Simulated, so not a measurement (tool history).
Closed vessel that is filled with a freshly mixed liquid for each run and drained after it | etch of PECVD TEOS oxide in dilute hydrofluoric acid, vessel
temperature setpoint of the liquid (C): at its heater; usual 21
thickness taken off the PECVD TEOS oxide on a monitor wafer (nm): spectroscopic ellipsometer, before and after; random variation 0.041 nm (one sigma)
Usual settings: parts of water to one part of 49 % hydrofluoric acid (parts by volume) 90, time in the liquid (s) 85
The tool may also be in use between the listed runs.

run	hour	temperature setpoint of the liquid (C)	parts of water to one part of 49 % hydrofluoric acid (parts by volume)	time in the liquid (s)	read-back film thickness of the PECVD TEOS oxide reference wafer, read on the same gauge (nm)	thickness taken off the PECVD TEOS oxide on a monitor wafer (nm)
1	0	21	90	85	79.99	7.36
2	29.2	21	90	85	80.01	7.33
3	107.5	21	90	85	80	7.27
4	140.2	19	90	85	80.02	6.69
5	169	21	90	85	80	7.2
6	196.5	21	125	85	80.02	4.96
7	210.9	21	125	85	80.01	4.95
8	236.6	21	125	85	80.01	4.91
9	255.2	21	90	85	80	7.42
10	280.5	23.5	75	115	80	13.55
11	316.2	21	90	85	80.01	7.45
12	350.5	17	90	110	80.01	8.07
13	371.3	21	75	85	80.01	9.03
14	395.8	21	90	85	79.99	7.33
15	417.1	21	70	85	80.03	9.61
16	433.6	21	90	85	79.99	7.32
17	466.3	25	70	85	79.98	11.36
18	482.5	25.5	120	115	80	8.52
19	585.9	21	125	85	80	4.98

Taken out of this log: 3 entries between the listed runs. Where each belongs, and how the hidden state differs across it:
Between runs 8 and 9: hydrofluoric acid flow meter replaced (hour 244.3)
  hydrofluoric acid flow below the setpoint (%): 3.98 -> 0.182
  measured less the result without the state, thickness taken off the PECVD TEOS oxide on a monitor wafer (nm): -0.23 -> -0.02
Between runs 10 and 11: thermometer replaced (hour 292.1); gauge calibrated (hour 298.2)
  hydrofluoric acid flow below the setpoint (%): 0.429 -> 0.779
  measured less the result without the state, thickness taken off the PECVD TEOS oxide on a monitor wafer (nm): -0.06 -> -0.06
